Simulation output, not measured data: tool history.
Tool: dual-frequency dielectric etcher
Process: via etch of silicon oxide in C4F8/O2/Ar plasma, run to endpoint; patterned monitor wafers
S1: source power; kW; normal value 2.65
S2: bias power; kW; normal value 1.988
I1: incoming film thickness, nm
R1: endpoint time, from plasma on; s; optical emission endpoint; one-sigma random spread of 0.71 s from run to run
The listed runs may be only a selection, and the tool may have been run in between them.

| run | hour | S1 | S2 | I1 | R1 |
|---|---|---|---|---|---|
| 1 | 0 | 2.65 | 1.988 | 1213.9 | 238.3 |
| 2 | 13.4 | 2.65 | 1.988 | 1216.6 | 236.9 |
| 3 | 29.3 | 2.65 | 1.988 | 1222.8 | 240.3 |
| 4 | 60.4 | 2.65 | 1.988 | 1214.8 | 238.9 |
| 5 | 88.3 | 2.65 | 1.988 | 1219 | 238.1 |
| 6 | 105.1 | 2.65 | 1.988 | 1208.4 | 235.9 |
| 7 | 137.1 | 2.65 | 1.988 | 1207.9 | 235.1 |
| 8 | 170.7 | 2.65 | 1.988 | 1205.7 | 235.1 |
| 9 | 194.8 | 2.65 | 2.16 | 1193.9 | 228.5 |
| 10 | 227.5 | 2.65 | 2.16 | 1216 | 232.5 |
| 11 | 242.9 | 2.65 | 1.988 | 1216.9 | 237.8 |
|  | 277.9 | upper electrode replaced |
| 12 | 278.5 | 2.65 | 1.988 | 1212.1 | 235.9 |
|  | 286.6 | source power generator calibrated |
| 13 | 305.9 | 2.65 | 2.147 | 1214.1 | 232.2 |
|  | 326.4 | bias power generator calibrated |
| 14 | 330.3 | 2.65 | 2.147 | 1211.9 | 231.3 |
| 15 | 364.1 | 2.09 | 1.573 | 1214.7 | 270.1 |
| 16 | 384.9 | 2.98 | 1.58 | 1211.6 | 239.6 |
| 17 | 414.9 | 2.89 | 2.165 | 1201.2 | 221.4 |
| 18 | 438.2 | 2.09 | 1.988 | 1212.9 | 253.3 |
| 19 | 452.9 | 2.65 | 2.427 | 1204.5 | 221.3 |
| 20 | 480.1 | 3 | 1.988 | 1209 | 225.2 |
| 21 | 496 | 2.65 | 2.366 | 1220.3 | 224.9 |
| 22 | 508.1 | 2.65 | 1.988 | 1216.4 | 235.5 |
|  | 537 | wet clean of the chamber |
| 23 | 542.9 | 2.65 | 1.988 | 1215.1 | 238.4 |
| 24 | 577.2 | 2.87 | 2.442 | 1212.7 | 219.1 |
| 25 | 604.3 | 2.65 | 1.988 | 1225 | 240.4 |
| 26 | 635.7 | 2.16 | 1.988 | 1218.2 | 253.9 |
| 27 | 654.7 | 2.38 | 1.853 | 1215.9 | 251.2 |
| 28 | 672.9 | 2.32 | 1.554 | 1217.5 | 264.4 |
| 29 | 707.7 | 2.65 | 2.207 | 1214.8 | 231.5 |

Below are 4 alternative next runs, each starting from the tool's condition after run 29. Predict each:
| A | 708.2 | 2.65 | 1.988 | 1223.5 | ? |
| B | 708.2 | 2.1 | 1.988 | 1223.5 | ? |
| C | 708.2 | 2.65 | 2.274 | 1223.5 | ? |
| D | 708.2 | 2.9 | 1.746 | 1223.5 | ? |

| run | R1 |
|---|---|
| A | 238.4 |
| B | 255.8 |
| C | 229.6 |
| D | 239.9 |
Had the tool no hidden state, the same runs would have come out as:
| run | R1 |
|---|---|
| A | 239.1 |
| B | 256.6 |
| C | 230.3 |
| D | 240.6 |
